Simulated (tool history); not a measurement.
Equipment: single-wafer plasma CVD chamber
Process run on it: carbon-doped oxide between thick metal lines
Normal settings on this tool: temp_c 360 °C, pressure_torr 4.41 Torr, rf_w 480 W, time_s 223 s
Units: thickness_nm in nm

run,hour,temp_c,pressure_torr,rf_w,time_s,wafers since the last listed run,hours since the last thermocouple change,hours since the last RF generator calibration,hours since the last manometer calibration,hours since the showerhead was replaced,hours since the gauge calibration,"read-back reference wafer on the same gauge, thickness_nm",thickness_nm
1,0,360,4.41,480,223,0,1084.6,1317.6,1812.5,3705.5,2658.8,919.335,963.263
2,63.2,360,4.41,480,223,347,1147.8,1380.8,1875.7,3768.7,2722,919.812,962.328
3,113.5,360,4.41,480,223,276,1198.1,1431.1,1926,3819,2772.3,919.187,963.943
4,184.6,360,4.41,480,223,390,1269.2,1502.2,1997.1,3890.1,2843.4,921.744,975.426
5,234.3,360,4.41,480,223,272,1318.9,1551.9,2046.8,3939.8,2893.1,920.679,962.739
6,332.8,360,4.41,480,223,541,1417.4,1650.4,2145.3,4038.3,2991.6,920.812,967.978
# hour 381.1: capacitance manometer re-zeroed and calibrated
# hour 389.5: gauge calibrated
7,416,360,4.41,480,223,413,1500.6,1733.6,34.9,4121.5,26.5,919.789,964.946
8,517.4,360,4.41,480,223,556,1602,1835,136.3,4222.9,127.9,918.745,963.021
9,558.4,360,4.41,480,184,225,1643,1876,177.3,4263.9,168.9,920.225,792.693
10,659.7,360,4.41,480,223,556,1744.3,1977.3,278.6,4365.2,270.2,918.377,960.941
11,714.2,374,4.41,455,223,299,1798.8,2031.8,333.1,4419.7,324.7,920.991,877.393
12,788.6,360,4.41,480,223,408,1873.2,2106.2,407.5,4494.1,399.1,920.357,958
# hour 861.4: RF generator calibrated
13,869.3,360,4.41,480,223,399,1953.9,7.9,488.2,4574.8,479.8,919.389,926.323
14,930.5,360,3.41,435,223,336,2015.1,69.1,549.4,4636,541,921.156,802.013
15,1008.8,360,4.41,480,223,430,2093.4,147.4,627.7,4714.3,619.3,920.643,909.57
16,1101.2,360,4.41,480,223,507,2185.8,239.8,720.1,4806.7,711.7,920.344,911.75
17,1156.3,360,4.41,480,223,302,2240.9,294.9,775.2,4861.8,766.8,921.205,900.894

Forecast run 18:
18,1210.5,351,5.07,400,266,297,2295.1,349.1,829.4,4916,821,?,?

{"run 18": {"read-back reference wafer on the same gauge, thickness_nm": 920.629, "thickness_nm": 941.629}}
With the hidden condition absent and the run-to-run variation left alone, this run would have shown thickness_nm 1044.775 nm.
